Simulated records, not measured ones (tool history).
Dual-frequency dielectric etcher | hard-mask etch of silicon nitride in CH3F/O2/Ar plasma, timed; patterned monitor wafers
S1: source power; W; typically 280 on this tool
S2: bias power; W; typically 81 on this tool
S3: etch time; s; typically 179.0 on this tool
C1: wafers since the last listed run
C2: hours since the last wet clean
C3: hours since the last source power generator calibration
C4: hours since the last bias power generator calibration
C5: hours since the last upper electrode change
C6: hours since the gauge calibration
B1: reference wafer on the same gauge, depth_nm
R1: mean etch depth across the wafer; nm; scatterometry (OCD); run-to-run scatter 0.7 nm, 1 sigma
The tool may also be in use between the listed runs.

run,day,S1,S2,S3,C1,C2,C3,C4,C5,C6,B1,R1
1,0.000,280,81,179.0,0,223.8,321.7,3440.1,4827.5,783.1,128.1,118.5
2,2.404,280,81,179.0,294,281.5,379.4,3497.8,4885.2,840.8,128.3,120.0
# day 4.671: upper electrode replaced
3,5.292,280,81,179.0,231,350.8,448.7,3567.1,14.9,910.1,128.4,119.1
4,8.242,280,81,179.0,361,421.6,519.5,3637.9,85.7,980.9,128.8,119.4
5,9.425,280,81,179.0,145,450.0,547.9,3666.3,114.1,1009.3,128.9,118.9
6,10.779,280,81,179.0,166,482.5,580.4,3698.8,146.6,1041.8,129.3,119.9
# day 13.229: wet clean of the chamber
7,13.250,280,81,179.0,180,0.5,639.7,3758.1,205.9,1101.1,129.5,119.8
8,14.592,280,81,179.0,164,32.7,671.9,3790.3,238.1,1133.3,129.5,118.6
9,16.442,280,81,179.0,226,77.1,716.3,3834.7,282.5,1177.7,129.7,120.4
10,18.808,280,81,179.0,290,133.9,773.1,3891.5,339.3,1234.5,130.0,122.3
# day 19.267: bias power generator calibrated
# day 19.883: gauge calibrated
11,20.571,280,94,179.0,195,176.2,815.4,31.3,381.6,16.5,126.8,122.5
12,21.771,350,81,192.5,147,205.0,844.2,60.1,410.4,45.3,127.0,136.2
13,24.521,310,63,179.0,337,271.0,910.2,126.1,476.4,111.3,126.8,112.3
14,27.358,220,81,221.0,347,339.1,978.3,194.2,544.5,179.4,126.7,136.5
15,28.412,280,99,179.0,129,364.4,1003.6,219.5,569.8,204.7,127.0,123.5
16,30.575,220,81,221.0,265,416.3,1055.5,271.4,621.7,256.6,126.7,136.0
17,31.908,320,64,227.0,163,448.3,1087.5,303.4,653.7,288.6,126.8,146.2
# day 33.250: wet clean of the chamber
18,33.271,280,73,208.0,44,0.5,1120.2,336.1,686.4,321.3,126.8,133.0
19,34.729,340,88,143.5,178,35.5,1155.2,371.1,721.4,356.3,127.1,102.3
20,36.162,220,92,156.0,175,69.9,1189.6,405.5,755.8,390.7,127.3,99.7
21,37.617,280,88,179.0,178,104.8,1224.5,440.4,790.7,425.6,127.2,119.7
22,40.367,310,64,133.5,337,170.8,1290.5,506.4,856.7,491.6,127.1,84.6
23,41.871,280,81,179.0,184,206.9,1326.6,542.5,892.8,527.7,127.2,118.7
24,42.917,250,95,154.0,128,232.0,1351.7,567.6,917.9,552.8,127.8,103.6
25,44.354,300,81,179.0,176,266.5,1386.2,602.1,952.4,587.3,127.4,119.8
26,46.696,280,89,179.0,287,322.7,1442.4,658.3,1008.6,643.5,127.7,120.6
27,48.671,280,81,139.5,242,370.1,1489.8,705.7,1056.0,690.9,127.7,93.0
28,49.767,280,81,194.5,134,396.4,1516.1,732.0,1082.3,717.2,127.8,128.9
29,51.300,300,97,217.0,188,433.2,1552.9,768.8,1119.1,754.0,127.9,154.1
30,52.625,320,65,147.5,162,465.0,1584.7,800.6,1150.9,785.8,128.1,95.6
31,53.792,280,81,198.5,143,493.0,1612.7,828.6,1178.9,813.8,128.2,132.7

List, for all runs, the conditions of the tool that the log does not record:
etch rate over this chamber's usual, %: 0 at every run
source power that arrives over what is set, %: 0 at every run
bias power that arrives over what is set, %: 0 at every run
H1: gauge reads high (%)
run,H1
1,1.57
2,1.74
3,1.96
4,2.21
5,2.31
6,2.43
7,2.66
8,2.79
9,2.98
10,3.23
11,0.581
12,0.584
13,0.603
14,0.639
15,0.657
16,0.7
17,0.732
18,0.768
19,0.811
20,0.858
21,0.91
22,1.02
23,1.09
24,1.14
25,1.21
26,1.33
27,1.45
28,1.52
29,1.62
30,1.7
31,1.79
